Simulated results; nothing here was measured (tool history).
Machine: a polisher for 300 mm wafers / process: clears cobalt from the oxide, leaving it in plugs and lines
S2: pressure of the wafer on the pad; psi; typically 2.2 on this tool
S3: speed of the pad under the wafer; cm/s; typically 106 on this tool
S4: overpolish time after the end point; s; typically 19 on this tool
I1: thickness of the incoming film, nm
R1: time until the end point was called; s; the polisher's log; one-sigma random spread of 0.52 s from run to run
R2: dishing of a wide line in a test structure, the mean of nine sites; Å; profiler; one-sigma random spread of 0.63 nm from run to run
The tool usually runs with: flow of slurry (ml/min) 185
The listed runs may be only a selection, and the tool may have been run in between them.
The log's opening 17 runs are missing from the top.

-- hour=463.3 head pressure recalibrated
-- hour=478.6 worn pad replaced by a new one
run 18 hour=479.1 | flow_of_slurry_(ml/min)=185 S2=3.0 S3=106 S4=26 | I1=204.0 | R1=26.1 R2=542
run 19 hour=500.9 | flow_of_slurry_(ml/min)=145 S2=3.0 S3=106 S4=19 | I1=199.4 | R1=27.3 R2=532
run 20 hour=532.5 | flow_of_slurry_(ml/min)=185 S2=2.2 S3=106 S4=19 | I1=202.0 | R1=37.1 R2=484
run 21 hour=591.4 | flow_of_slurry_(ml/min)=185 S2=2.2 S3=106 S4=19 | I1=196.9 | R1=36.9 R2=484
run 22 hour=608.4 | flow_of_slurry_(ml/min)=185 S2=2.2 S3=90 S4=19 | I1=202.7 | R1=43.4 R2=453
run 23 hour=646.9 | flow_of_slurry_(ml/min)=130 S2=2.2 S3=90 S4=19 | I1=199.8 | R1=48.3 R2=428
run 24 hour=666.8 | flow_of_slurry_(ml/min)=185 S2=2.2 S3=72 S4=19 | I1=201.0 | R1=58.5 R2=403
run 25 hour=688.0 | flow_of_slurry_(ml/min)=245 S2=2.6 S3=128 S4=13 | I1=199.6 | R1=26.2 R2=471
run 26 hour=702.3 | flow_of_slurry_(ml/min)=185 S2=2.7 S3=82 S4=19 | I1=198.0 | R1=40.8 R2=463
-- hour=720.5 worn pad replaced by a new one
run 27 hour=721.0 | flow_of_slurry_(ml/min)=185 S2=2.2 S3=106 S4=19 | I1=200.2 | R1=36.8 R2=496
run 28 hour=744.9 | flow_of_slurry_(ml/min)=185 S2=2.2 S3=106 S4=19 | I1=200.3 | R1=38.0 R2=488
run 29 hour=822.7 | flow_of_slurry_(ml/min)=185 S2=2.2 S3=106 S4=19 | I1=203.8 | R1=38.4 R2=463
run 30 hour=842.9 | flow_of_slurry_(ml/min)=185 S2=2.2 S3=106 S4=19 | I1=198.5 | R1=38.4 R2=475
-- hour=862.7 head pressure recalibrated
run 31 hour=877.6 | flow_of_slurry_(ml/min)=220 S2=2.2 S3=106 S4=27 | I1=199.2 | R1=35.9 R2=537
run 32 hour=893.6 | flow_of_slurry_(ml/min)=185 S2=2.2 S3=106 S4=19 | I1=201.6 | R1=39.4 R2=471
run 33 hour=917.3 | flow_of_slurry_(ml/min)=185 S2=2.2 S3=124 S4=19 | I1=196.9 | R1=32.8 R2=493
run 34 hour=950.3 | flow_of_slurry_(ml/min)=185 S2=2.9 S3=106 S4=14 | I1=199.1 | R1=29.8 R2=457

Forecast each of these 5 alternatives for the next run:
run A hour=950.7 | flow_of_slurry_(ml/min)=185 S2=1.8 S3=106 S4=19 | I1=198.0 | R1=? R2=?
run B hour=950.7 | flow_of_slurry_(ml/min)=210 S2=2.2 S3=80 S4=19 | I1=198.0 | R1=? R2=?
run C hour=950.7 | flow_of_slurry_(ml/min)=160 S2=2.2 S3=90 S4=19 | I1=198.0 | R1=? R2=?
run D hour=950.7 | flow_of_slurry_(ml/min)=230 S2=2.2 S3=106 S4=12 | I1=198.0 | R1=? R2=?
run E hour=950.7 | flow_of_slurry_(ml/min)=225 S2=2.2 S3=92 S4=19 | I1=198.0 | R1=? R2=?

run=A R1=48.6 R2=428
run=B R1=51.0 R2=418
run=C R1=48.8 R2=427
run=D R1=37.7 R2=385
run=E R1=43.6 R2=449
Take away the tool's hidden state, keep each run's random variation, and the runs would have read:
run=A R1=39.8 R2=466
run=B R1=42.4 R2=455
run=C R1=39.2 R2=468
run=D R1=31.6 R2=421
run=E R1=36.6 R2=481
